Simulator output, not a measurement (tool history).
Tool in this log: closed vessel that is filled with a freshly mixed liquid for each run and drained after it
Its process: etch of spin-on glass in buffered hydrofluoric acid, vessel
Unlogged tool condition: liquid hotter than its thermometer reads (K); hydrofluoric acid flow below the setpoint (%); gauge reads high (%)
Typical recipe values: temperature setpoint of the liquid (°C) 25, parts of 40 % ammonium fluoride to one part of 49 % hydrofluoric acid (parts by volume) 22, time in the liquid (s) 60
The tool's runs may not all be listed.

run	hour	temperature setpoint of the liquid (°C)	parts of 40 % ammonium fluoride to one part of 49 % hydrofluoric acid (parts by volume)	time in the liquid (s)	wafers since the last listed run	hours since the thermometer was replaced	hours since the hydrofluoric acid flow meter was replaced	hours since the gauge calibration	read-back film thickness of the spin-on glass reference wafer, read on the same gauge (nm)	thickness taken off the spin-on glass on a monitor wafer (angstrom)
1	0	25	22	60	0	1437.8	1108.4	254.7	40.01	1356.2
2	84.7	25	15	45	7206	1522.5	1193.1	339.4	39.97	1444.4
3	311.5	25	15	45	19296	1749.3	1419.9	566.2	39.96	1445.7
4	378.7	25	15	45	5717	1816.5	1487.1	633.4	39.98	1408.9
5	463.6	25	28.5	50	7223	1901.4	1572	718.3	39.95	951.3
6	549.7	24	22	60	7325	1987.5	1658.1	804.4	40.04	1302
# hour 608.6: hydrofluoric acid flow meter replaced
7	636.3	25	22	60	7282	2074.1	27.7	891	40.02	1445.2
8	694.6	25	22	60	4960	2132.4	86	949.3	40.03	1445.1
9	740.1	25	22	60	3871	2177.9	131.5	994.8	40.01	1447.6
10	784.8	25	15.5	60	3803	2222.6	176.2	1039.5	39.98	1954.6
# hour 797.4: thermometer replaced
11	849.1	25	15.5	60	5385	51.7	240.5	1103.8	39.95	1830.3
12	950.3	25	22	60	8610	152.9	341.7	1205	39.96	1331.5
13	1052.1	29	22	60	8661	254.7	443.5	1306.8	39.99	1645.7
14	1142.7	25	17	80	7708	345.3	534.1	1397.4	40.01	2231.2
15	1249.7	21	22	60	9103	452.3	641.1	1504.4	39.98	1078.6
16	1323.4	25	22	60	6270	526	714.8	1578.1	40.05	1347.7
17	1409.3	22	16	40	7308	611.9	800.7	1664	40	999.1
18	1477.1	25	29	60	5768	679.7	868.5	1731.8	40.01	1113.3
# hour 1517.2: gauge calibrated
19	1524.2	25	22	60	4007	726.8	915.6	7	40	1333.4
20	1587.1	25	22	45	5351	789.7	978.5	69.9	40.03	1002.2
21	1655.5	27.5	26	75	5819	858.1	1046.9	138.3	40.01	1704
22	1740.9	20.5	22	35	7265	943.5	1132.3	223.7	40.04	616.7
23	1804	25	22	60	5368	1006.6	1195.4	286.8	40.02	1337.5
24	1879	25	16.5	60	6381	1081.6	1270.4	361.8	40.04	1713.9
25	1956.4	20.5	22	60	6585	1159	1347.8	439.2	39.98	1052.9
26	2001.2	29.5	25.5	60	3811	1203.8	1392.6	484	40.03	1545.3
27	2087.3	25	22	60	7325	1289.9	1478.7	570.1	39.95	1350.9
28	2159.6	25	22	60	6151	1362.2	1551	642.4	39.99	1363.7
29	2206.9	27.5	15.5	35	4024	1409.5	1598.3	689.7	39.98	1194.9
30	2269.5	25	22	60	5326	1472.1	1660.9	752.3	39.98	1350.5
31	2356.3	25	17	80	7384	1558.9	1747.7	839.1	40.01	2233.7
# hour 2420.8: hydrofluoric acid flow meter replaced
32	2457.5	26.5	22	70	8525	1660.1	36.7	940.3	40.02	1807.9
33	2524.4	25	24.5	60	5691	1727	103.6	1007.2	40.02	1291.8
34	2595.1	25	22	60	6015	1797.7	174.3	1077.9	39.99	1423.2

Each row is a separate what-if for the run after 34, all from the same tool condition, not one after another. Results?
A	2595.8	25	22	60	59	1798.4	175	1078.6	?	?
B	2595.8	25	15.5	95	59	1798.4	175	1078.6	?	?
C	2595.8	23	22	50	59	1798.4	175	1078.6	?	?

run	read-back film thickness of the spin-on glass reference wafer, read on the same gauge (nm)	thickness taken off the spin-on glass on a monitor wafer (angstrom)
A	39.99	1402.6
B	39.99	3039.5
C	39.99	1048.3
With the hidden condition removed and each run's random variation left untouched, the same runs would have given:
run	thickness taken off the spin-on glass on a monitor wafer (angstrom)
A	1317.9
B	2863.5
C	984.2

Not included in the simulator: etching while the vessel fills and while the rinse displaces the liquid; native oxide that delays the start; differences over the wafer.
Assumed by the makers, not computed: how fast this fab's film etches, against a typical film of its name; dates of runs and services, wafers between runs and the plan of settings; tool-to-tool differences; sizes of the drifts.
